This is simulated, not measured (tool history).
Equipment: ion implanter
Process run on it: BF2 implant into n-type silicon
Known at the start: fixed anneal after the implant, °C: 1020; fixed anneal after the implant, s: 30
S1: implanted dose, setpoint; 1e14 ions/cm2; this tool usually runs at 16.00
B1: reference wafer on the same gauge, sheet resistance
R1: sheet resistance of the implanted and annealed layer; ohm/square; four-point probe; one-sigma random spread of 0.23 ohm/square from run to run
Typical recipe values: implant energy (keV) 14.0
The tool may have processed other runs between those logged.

Run 1, day 0.000: usual settings but S1 18.85 1e14 ions/cm2, implant energy (keV) 13.0; B1 157.20. Result: R1 152.86 ohm/square.
Run 2, day 0.562: usual settings but S1 18.85 1e14 ions/cm2, implant energy (keV) 13.0; B1 157.27. Result: R1 152.44 ohm/square.
Run 3, day 1.204: usual settings but S1 18.85 1e14 ions/cm2, implant energy (keV) 13.0; B1 157.30. Result: R1 152.99 ohm/square.
Run 4, day 1.717: usual settings; B1 157.41. Result: R1 152.78 ohm/square.
Run 5, day 2.462: usual settings but implant energy (keV) 12.5; B1 157.62. Result: R1 157.17 ohm/square.
Run 6, day 2.867: usual settings but implant energy (keV) 12.5; B1 157.64. Result: R1 157.23 ohm/square.
Run 7, day 3.396: usual settings but S1 17.26 1e14 ions/cm2, implant energy (keV) 16.0; B1 157.73. Result: R1 146.25 ohm/square.
At day 4.304: Faraday cup replaced and dose calibrated.
Run 8, day 4.325: usual settings; B1 157.81. Result: R1 152.75 ohm/square.
Run 9, day 4.338: usual settings but S1 19.07 1e14 ions/cm2, implant energy (keV) 18.5; B1 157.88. Result: R1 137.92 ohm/square.
At day 5.175: gauge calibrated.
Run 10, day 6.412: usual settings; B1 157.04. Result: R1 152.47 ohm/square.
At day 6.925: extraction supply calibrated.
Run 11, day 7.296: usual settings but S1 19.23 1e14 ions/cm2, implant energy (keV) 16.5; B1 157.20. Result: R1 142.48 ohm/square.
Run 12, day 8.004: usual settings but S1 18.87 1e14 ions/cm2, implant energy (keV) 10.0; B1 157.32. Result: R1 162.46 ohm/square.
Run 13, day 8.746: usual settings; B1 157.43. Result: R1 152.06 ohm/square.
Run 14, day 9.108: usual settings but S1 19.58 1e14 ions/cm2, implant energy (keV) 9.0; B1 157.45. Result: R1 166.44 ohm/square.
Run 15, day 9.783: usual settings but implant energy (keV) 9.5; B1 157.50. Result: R1 167.26 ohm/square.
Run 16, day 10.429: usual settings but S1 17.28 1e14 ions/cm2, implant energy (keV) 9.5; B1 157.58. Result: R1 165.45 ohm/square.

Run 17 comes next. What will it give?
Run 17, day 10.688: usual settings but S1 20.36 1e14 ions/cm2, implant energy (keV) 17.5; B1 ?. Result: R1 ?.

{"run 17": {"B1": 157.75, "R1": 139.82}}
Without the tool's hidden state the same run would have given R1 139.21 ohm/square.
